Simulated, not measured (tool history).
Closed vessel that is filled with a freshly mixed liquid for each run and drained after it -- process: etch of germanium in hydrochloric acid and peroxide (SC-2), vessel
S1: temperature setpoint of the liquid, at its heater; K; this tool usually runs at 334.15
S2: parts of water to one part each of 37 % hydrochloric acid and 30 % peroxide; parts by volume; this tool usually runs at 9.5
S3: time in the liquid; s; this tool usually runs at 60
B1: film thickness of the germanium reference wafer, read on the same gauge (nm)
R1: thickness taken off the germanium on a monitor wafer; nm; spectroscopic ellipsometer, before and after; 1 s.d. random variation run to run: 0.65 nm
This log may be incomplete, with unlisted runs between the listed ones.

run 1 hour=0 | S1=334.15 S2=9.5 S3=60 | B1=60.02 | R1=225.43
run 2 hour=91.8 | S1=334.15 S2=9.5 S3=60 | B1=60 | R1=225.55
-- hour=134.5 new drum of peroxide connected
run 3 hour=143.8 | S1=327.65 S2=9.5 S3=80 | B1=59.99 | R1=249.04
run 4 hour=183.7 | S1=327.65 S2=9.5 S3=80 | B1=60.04 | R1=249.12
run 5 hour=272.2 | S1=339.65 S2=9.5 S3=45 | B1=60 | R1=197.46
-- hour=303.6 chemicals flow meter replaced
run 6 hour=325.1 | S1=334.15 S2=7 S3=60 | B1=59.99 | R1=233.25
run 7 hour=417.7 | S1=334.15 S2=7 S3=60 | B1=60.02 | R1=232.66
run 8 hour=504.5 | S1=329.15 S2=9.5 S3=60 | B1=60 | R1=193.28
-- hour=552.1 new drum of peroxide connected
run 9 hour=575.7 | S1=329.15 S2=9.5 S3=60 | B1=59.99 | R1=194.97
run 10 hour=618.3 | S1=329.15 S2=9.5 S3=60 | B1=59.99 | R1=195.31
run 11 hour=662.2 | S1=334.15 S2=9.5 S3=60 | B1=60.01 | R1=224.61
-- hour=751.6 chemicals flow meter replaced
run 12 hour=914.9 | S1=334.15 S2=9.5 S3=60 | B1=59.98 | R1=225.02
-- hour=931.2 thermometer replaced
-- hour=1019.4 new drum of peroxide connected
-- hour=1119.9 chemicals flow meter replaced
run 13 hour=1195.3 | S1=341.15 S2=12.5 S3=80 | B1=60.01 | R1=355.95
-- hour=1247.2 gauge calibrated
run 14 hour=1296.6 | S1=340.65 S2=9.5 S3=75 | B1=60 | R1=338.81
run 15 hour=1335.7 | S1=334.15 S2=8 S3=70 | B1=60.01 | R1=266.1
run 16 hour=1384.1 | S1=334.15 S2=9.5 S3=30 | B1=59.98 | R1=111.85
-- hour=1451.9 new drum of peroxide connected
run 17 hour=1474.2 | S1=334.15 S2=9.5 S3=60 | B1=59.98 | R1=226.28
run 18 hour=1520.2 | S1=334.15 S2=9.5 S3=60 | B1=59.96 | R1=225.92
-- hour=1563.7 chemicals flow meter replaced
run 19 hour=1569.8 | S1=341.15 S2=8 S3=85 | B1=59.98 | R1=401.3
run 20 hour=1622 | S1=334.15 S2=9.5 S3=75 | B1=60 | R1=284.09
run 21 hour=1688.9 | S1=334.15 S2=9.5 S3=60 | B1=60 | R1=226.36
run 22 hour=1752.4 | S1=326.15 S2=9.5 S3=30 | B1=59.97 | R1=88.51
-- hour=1878.1 new drum of peroxide connected
run 23 hour=1945.3 | S1=344.15 S2=9.5 S3=60 | B1=60.03 | R1=298.43
-- hour=1955.3 chemicals flow meter replaced
run 24 hour=2037.8 | S1=334.15 S2=6 S3=60 | B1=59.97 | R1=235.99
run 25 hour=2129.6 | S1=334.15 S2=6.5 S3=60 | B1=60 | R1=234.88

Some steps in R1 between neighbouring runs. How much of each would the tool show without its hidden state too (settings, what came in, random variation), and how much is left for the hidden state, with any gauge scatter that isn't in both results?
What the log doesn't record here: liquid hotter than its thermometer reads (K); chemicals flow below the setpoint (%); peroxide weaker than its label (%); gauge reads high (%).
Run 18 -> 19: S1 334.15 -> 341.15, S2 9.5 -> 8, S3 60 -> 85, chemicals flow meter replaced. R1 +175.38 nm: hidden state +2.46, all else +172.92.
Run 22 -> 23: S1 326.15 -> 344.15, S3 30 -> 60, new drum of peroxide connected. R1 +209.92 nm: hidden state -4.06, all else +213.98.
Run 23 -> 24: S1 344.15 -> 334.15, S2 9.5 -> 6, chemicals flow meter replaced. R1 -62.44 nm: hidden state +4.14, all else -66.58.

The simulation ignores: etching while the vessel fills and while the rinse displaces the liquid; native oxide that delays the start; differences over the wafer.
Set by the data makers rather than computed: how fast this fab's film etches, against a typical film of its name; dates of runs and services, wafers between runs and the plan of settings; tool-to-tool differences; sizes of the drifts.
